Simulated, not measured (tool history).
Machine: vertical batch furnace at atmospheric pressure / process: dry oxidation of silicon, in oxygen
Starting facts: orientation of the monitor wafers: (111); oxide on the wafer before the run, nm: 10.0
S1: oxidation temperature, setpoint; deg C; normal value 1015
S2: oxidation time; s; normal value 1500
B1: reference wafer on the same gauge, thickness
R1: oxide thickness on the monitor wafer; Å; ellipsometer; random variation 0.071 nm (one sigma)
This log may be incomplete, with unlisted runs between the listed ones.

Run 1, day 0.000: usual settings but S1 1000 deg C; B1 40.30. Result: R1 434.8 Å.
Run 2, day 0.408: usual settings; B1 40.31. Result: R1 484.1 Å.
Run 3, day 1.200: usual settings; B1 40.29. Result: R1 485.7 Å.
Run 4, day 1.638: usual settings; B1 40.30. Result: R1 485.4 Å.
Run 5, day 2.046: usual settings; B1 40.27. Result: R1 485.1 Å.
Run 6, day 2.358: usual settings; B1 40.31. Result: R1 483.7 Å.
Run 7, day 3.212: usual settings; B1 40.31. Result: R1 484.6 Å.
Run 8, day 3.521: usual settings but S1 998 deg C, S2 2040 s; B1 40.31. Result: R1 515.6 Å.
Run 9, day 4.154: usual settings; B1 40.30. Result: R1 484.0 Å.
Run 10, day 4.675: usual settings; B1 40.31. Result: R1 484.0 Å.
Run 11, day 5.538: usual settings; B1 40.30. Result: R1 486.5 Å.
Run 12, day 6.171: usual settings but S1 999 deg C; B1 40.33. Result: R1 433.8 Å.
At day 6.467: gauge calibrated.
At day 7.962: thermocouples replaced and temperature profile calibrated.
Run 13, day 7.983: usual settings but S1 999 deg C; B1 40.29. Result: R1 419.9 Å.
Run 14, day 8.196: usual settings but S1 1034 deg C; B1 40.31. Result: R1 531.9 Å.
Run 15, day 8.512: usual settings; B1 40.31. Result: R1 471.6 Å.
Run 16, day 9.371: usual settings; B1 40.29. Result: R1 472.6 Å.
Run 17, day 9.671: usual settings; B1 40.30. Result: R1 471.4 Å.
Run 18, day 10.233: usual settings but S1 1025 deg C, S2 1080 s; B1 40.30. Result: R1 414.6 Å.
Run 19, day 10.829: usual settings but S2 1020 s; B1 40.33. Result: R1 377.8 Å.
At day 12.367: boat lift adjusted.
Run 20, day 12.388: usual settings but S1 990 deg C, S2 1710 s; B1 40.32. Result: R1 426.0 Å.
Run 21, day 12.596: usual settings but S1 1025 deg C, S2 1950 s; B1 40.31. Result: R1 590.0 Å.
Run 22, day 12.938: usual settings; B1 40.29. Result: R1 470.6 Å.
Run 23, day 13.538: usual settings but S1 1030 deg C, S2 1710 s; B1 40.31. Result: R1 562.4 Å.
Run 24, day 13.846: usual settings but S1 1008 deg C, S2 2100 s; B1 40.29. Result: R1 549.1 Å.
Run 25, day 14.375: usual settings but S1 1000 deg C, S2 1290 s; B1 40.30. Result: R1 386.7 Å.
Run 26, day 15.250: usual settings but S2 840 s; B1 40.30. Result: R1 339.4 Å.
Run 27, day 15.808: usual settings; B1 40.28. Result: R1 471.5 Å.
Run 28, day 16.554: usual settings but S1 998 deg C, S2 2160 s; B1 40.29. Result: R1 518.8 Å.
Run 29, day 18.850: usual settings but S1 1039 deg C, S2 810 s; B1 40.31. Result: R1 382.6 Å.
Run 30, day 19.188: usual settings but S2 1080 s; B1 40.31. Result: R1 388.8 Å.
Run 31, day 20.058: usual settings but S2 2100 s; B1 40.29. Result: R1 578.2 Å.
Run 32, day 20.842: usual settings; B1 40.29. Result: R1 471.4 Å.
Run 33, day 21.442: usual settings but S2 2040 s; B1 40.32. Result: R1 566.3 Å.
Run 34, day 21.946: usual settings but S1 1028 deg C, S2 780 s; B1 40.31. Result: R1 353.0 Å.
Run 35, day 22.804: usual settings but S1 1029 deg C, S2 1140 s; B1 40.30. Result: R1 439.0 Å.
Run 36, day 23.779: usual settings but S1 1030 deg C; B1 40.32. Result: R1 518.6 Å.
Run 37, day 24.583: usual settings but S1 998 deg C, S2 2130 s; B1 40.29. Result: R1 514.0 Å.
Run 38, day 25.283: usual settings but S2 1740 s; B1 40.32. Result: R1 514.0 Å.
Run 39, day 27.608: usual settings but S2 900 s; B1 40.32. Result: R1 352.0 Å.
Run 40, day 28.417: usual settings; B1 40.33. Result: R1 471.9 Å.

Here are 3 independent what-if runs from the current tool condition. What would each one return?
Run A, day 28.629: usual settings; B1 ?. Result: R1 ?.
Run B, day 28.629: usual settings but S1 1005 deg C; B1 ?. Result: R1 ?.
Run C, day 28.629: usual settings but S1 1039 deg C, S2 2160 s; B1 ?. Result: R1 ?.

run     B1     R1
  A  40.29  471.8
  B  40.29  438.7
  C  40.29  682.6
Without the tool's unlogged condition, the same runs would have read:
run     R1
  A  471.5
  B  438.5
  C  682.3
